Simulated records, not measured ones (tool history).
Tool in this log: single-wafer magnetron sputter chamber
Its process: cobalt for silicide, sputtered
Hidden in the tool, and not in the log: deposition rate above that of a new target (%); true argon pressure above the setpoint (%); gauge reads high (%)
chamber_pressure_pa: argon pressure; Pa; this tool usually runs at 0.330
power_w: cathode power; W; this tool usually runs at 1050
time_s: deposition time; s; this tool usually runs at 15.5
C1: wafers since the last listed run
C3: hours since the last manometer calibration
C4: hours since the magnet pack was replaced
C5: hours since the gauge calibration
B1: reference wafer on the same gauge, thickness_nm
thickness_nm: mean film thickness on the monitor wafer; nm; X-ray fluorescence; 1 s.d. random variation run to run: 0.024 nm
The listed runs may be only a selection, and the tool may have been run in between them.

Run 1, day 0.000: usual settings; C1 0; wafers on the sputter target 2948; C3 1566.5; C4 6421.7; C5 406.9; B1 9.896. Result: thickness_nm 8.304 nm.
Run 2, day 1.233: usual settings; C1 1149; wafers on the sputter target 4097; C3 1596.1; C4 6451.3; C5 436.5; B1 9.906. Result: thickness_nm 8.284 nm.
Run 3, day 2.512: usual settings but time_s 13.8 s; C1 1192; wafers on the sputter target 5290; C3 1626.8; C4 6482.0; C5 467.2; B1 9.892. Result: thickness_nm 7.397 nm.
Run 4, day 3.046: usual settings; C1 497; wafers on the sputter target 5787; C3 1639.6; C4 6494.8; C5 480.0; B1 9.896. Result: thickness_nm 8.347 nm.
Run 5, day 3.725: usual settings; C1 633; wafers on the sputter target 6420; C3 1655.9; C4 6511.1; C5 496.3; B1 9.891. Result: thickness_nm 8.301 nm.
Run 6, day 5.008: usual settings; C1 1196; wafers on the sputter target 7616; C3 1686.7; C4 6541.9; C5 527.1; B1 9.901. Result: thickness_nm 8.279 nm.
At day 5.800: sputter target and shields replaced.
Run 7, day 5.821: usual settings but power_w 1000 W; C1 446; wafers on the sputter target 20; C3 1706.2; C4 6561.4; C5 546.6; B1 9.906. Result: thickness_nm 8.102 nm.
Run 8, day 6.442: usual settings but power_w 900 W; C1 578; wafers on the sputter target 599; C3 1721.1; C4 6576.3; C5 561.5; B1 9.894. Result: thickness_nm 7.680 nm.
Run 9, day 7.004: usual settings but power_w 900 W; C1 524; wafers on the sputter target 1123; C3 1734.6; C4 6589.8; C5 575.0; B1 9.904. Result: thickness_nm 7.668 nm.
Run 10, day 7.708: usual settings; C1 656; wafers on the sputter target 1779; C3 1751.5; C4 6606.7; C5 591.9; B1 9.900. Result: thickness_nm 8.339 nm.
At day 8.438: capacitance manometer re-zeroed and calibrated.
Run 11, day 11.108: usual settings; C1 2858; wafers on the sputter target 4637; C3 64.1; C4 6688.3; C5 673.5; B1 9.905. Result: thickness_nm 8.337 nm.
At day 11.750: gauge calibrated.
Run 12, day 11.971: usual settings; C1 803; wafers on the sputter target 5441; C3 84.8; C4 6709.0; C5 5.3; B1 9.903. Result: thickness_nm 8.287 nm.
At day 12.362: magnet pack replaced.
At day 12.908: sputter target and shields replaced.
Run 13, day 13.346: usual settings; C1 660; wafers on the sputter target 409; C3 117.8; C4 23.6; C5 38.3; B1 9.905. Result: thickness_nm 8.243 nm.
Run 14, day 14.658: usual settings but chamber_pressure_pa 0.440 Pa, power_w 950 W, time_s 18.1 s; C1 1223; wafers on the sputter target 1632; C3 149.3; C4 55.1; C5 69.8; B1 9.898. Result: thickness_nm 9.059 nm.
Run 15, day 16.075: usual settings; C1 1320; wafers on the sputter target 2952; C3 183.3; C4 89.1; C5 103.8; B1 9.894. Result: thickness_nm 8.272 nm.
Run 16, day 17.450: usual settings but chamber_pressure_pa 0.438 Pa, power_w 1200 W, time_s 17.7 s; C1 1281; wafers on the sputter target 4234; C3 216.3; C4 122.1; C5 136.8; B1 9.904. Result: thickness_nm 10.006 nm.
Run 17, day 18.762: usual settings but chamber_pressure_pa 0.432 Pa, power_w 1250 W; C1 1223; wafers on the sputter target 5457; C3 247.8; C4 153.6; C5 168.3; B1 9.903. Result: thickness_nm 9.037 nm.
Run 18, day 19.971: usual settings but chamber_pressure_pa 0.460 Pa, power_w 950 W; C1 1126; wafers on the sputter target 6583; C3 276.8; C4 182.6; C5 197.3; B1 9.906. Result: thickness_nm 7.727 nm.
Run 19, day 20.688: usual settings but chamber_pressure_pa 0.292 Pa, power_w 1200 W, time_s 13.0 s; C1 667; wafers on the sputter target 7251; C3 294.0; C4 199.8; C5 214.5; B1 9.903. Result: thickness_nm 7.539 nm.
At day 21.988: sputter target and shields replaced.
Run 20, day 22.008: usual settings; C1 920; wafers on the sputter target 18; C3 325.7; C4 231.5; C5 246.2; B1 9.905. Result: thickness_nm 8.335 nm.
Run 21, day 22.554: usual settings but chamber_pressure_pa 0.399 Pa, power_w 1150 W, time_s 12.6 s; C1 508; wafers on the sputter target 527; C3 338.8; C4 244.6; C5 259.3; B1 9.885. Result: thickness_nm 6.991 nm.
Run 22, day 23.262: usual settings but time_s 12.6 s; C1 660; wafers on the sputter target 1187; C3 355.8; C4 261.6; C5 276.3; B1 9.885. Result: thickness_nm 6.709 nm.
Run 23, day 23.842: usual settings but chamber_pressure_pa 0.275 Pa, time_s 13.8 s; C1 539; wafers on the sputter target 1727; C3 369.7; C4 275.5; C5 290.2; B1 9.893. Result: thickness_nm 7.459 nm.
Run 24, day 25.112: usual settings but chamber_pressure_pa 0.238 Pa, power_w 1250 W, time_s 13.2 s; C1 1184; wafers on the sputter target 2911; C3 400.2; C4 306.0; C5 320.7; B1 9.894. Result: thickness_nm 7.894 nm.
Run 25, day 26.167: usual settings but chamber_pressure_pa 0.440 Pa, power_w 950 W, time_s 18.1 s; C1 982; wafers on the sputter target 3894; C3 425.5; C4 331.3; C5 346.0; B1 9.902. Result: thickness_nm 9.063 nm.
Run 26, day 26.800: usual settings; C1 590; wafers on the sputter target 4484; C3 440.7; C4 346.5; C5 361.2; B1 9.897. Result: thickness_nm 8.325 nm.
Run 27, day 27.425: usual settings but power_w 900 W, time_s 14.4 s; C1 582; wafers on the sputter target 5066; C3 455.7; C4 361.5; C5 376.2; B1 9.889. Result: thickness_nm 7.137 nm.

Consider 5 possible next runs. They are alternatives, not a sequence: every one starts from the tool as it was left by run 27. What does each give?
Run A, day 27.442: usual settings; C1 15; wafers on the sputter target 5082; C3 456.1; C4 361.9; C5 376.6; B1 ?. Result: thickness_nm ?.
Run B, day 27.442: usual settings but chamber_pressure_pa 0.410 Pa, time_s 12.8 s; C1 15; wafers on the sputter target 5082; C3 456.1; C4 361.9; C5 376.6; B1 ?. Result: thickness_nm ?.
Run C, day 27.442: usual settings but chamber_pressure_pa 0.412 Pa, power_w 1150 W, time_s 14.3 s; C1 15; wafers on the sputter target 5082; C3 456.1; C4 361.9; C5 376.6; B1 ?. Result: thickness_nm ?.
Run D, day 27.442: usual settings but chamber_pressure_pa 0.428 Pa, power_w 950 W; C1 15; wafers on the sputter target 5082; C3 456.1; C4 361.9; C5 376.6; B1 ?. Result: thickness_nm ?.
Run E, day 27.442: usual settings but power_w 1250 W; C1 15; wafers on the sputter target 5082; C3 456.1; C4 361.9; C5 376.6; B1 ?. Result: thickness_nm ?.

run     B1  thickness_nm
  A  9.906         8.279
  B  9.906         6.752
  C  9.906         7.926
  D  9.906         7.736
  E  9.906         9.126
Stripped of hidden state, with their random variation kept, the same runs would have yielded:
run  thickness_nm
  A         8.279
  B         6.752
  C         7.926
  D         7.736
  E         9.126

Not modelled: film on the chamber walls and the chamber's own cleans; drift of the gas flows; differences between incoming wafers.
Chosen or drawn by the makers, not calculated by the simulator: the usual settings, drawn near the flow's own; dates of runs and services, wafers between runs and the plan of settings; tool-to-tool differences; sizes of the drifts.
